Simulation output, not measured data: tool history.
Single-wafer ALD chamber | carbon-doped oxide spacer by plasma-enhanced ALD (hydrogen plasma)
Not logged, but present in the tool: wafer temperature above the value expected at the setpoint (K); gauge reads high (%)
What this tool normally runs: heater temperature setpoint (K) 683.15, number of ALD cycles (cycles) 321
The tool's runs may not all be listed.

run	day	heater temperature setpoint (K)	number of ALD cycles (cycles)	wafers since the last listed run	hours since the last thermocouple change	hours since the gauge calibration	read-back reference wafer on the same gauge, thickness_nm	mean film thickness on the monitor wafer (angstrom)
1	0.000	673.15	286	0	1473.6	350.2	13.020	133.55
2	0.771	673.15	286	22	1492.1	368.7	13.029	134.04
3	1.325	673.15	286	16	1505.4	382.0	13.044	133.34
4	2.267	683.15	321	27	1528.0	404.6	13.033	146.17
5	3.004	683.15	321	21	1545.7	422.3	13.025	146.21
6	4.279	683.15	321	36	1576.3	452.9	13.024	146.00
7	5.008	673.15	369	21	1593.8	470.4	13.024	172.51
# day 7.638: gauge calibrated
8	8.062	673.15	369	88	1667.1	10.2	13.305	175.24
9	9.546	673.15	369	42	1702.7	45.8	13.271	175.31
10	11.004	687.15	274	42	1737.7	80.8	13.217	125.08
11	12.071	678.15	361	30	1763.3	106.4	13.198	168.73
12	12.625	697.15	348	16	1776.6	119.7	13.193	153.61
# day 13.862: thermocouple changed; heater temperature recalibrated
13	14.062	698.15	260	31	4.8	154.2	13.170	114.20
14	14.767	673.15	286	20	21.7	171.1	13.147	134.65
15	15.729	683.15	321	27	44.8	194.2	13.117	146.91
16	16.296	683.15	321	16	58.4	207.8	13.134	146.50
17	18.404	695.15	348	61	109.0	258.4	13.105	153.91
18	19.292	676.15	284	25	130.3	279.7	13.086	132.10
19	19.992	689.15	321	20	147.1	296.5	13.090	144.24

Consider 3 possible next runs. They are alternatives, not a sequence: every one starts from the tool as it was left by run 19. What does each give?
A	20.029	683.15	361	1	148.0	297.4	?	?
B	20.029	695.15	321	1	148.0	297.4	?	?
C	20.029	677.15	342	1	148.0	297.4	?	?

run	read-back reference wafer on the same gauge, thickness_nm	mean film thickness on the monitor wafer (angstrom)
A	13.103	164.42
B	13.103	141.23
C	13.103	158.41
Without the tool's hidden state the same runs would have given:
run	mean film thickness on the monitor wafer (angstrom)
A	166.94
B	143.40
C	160.84
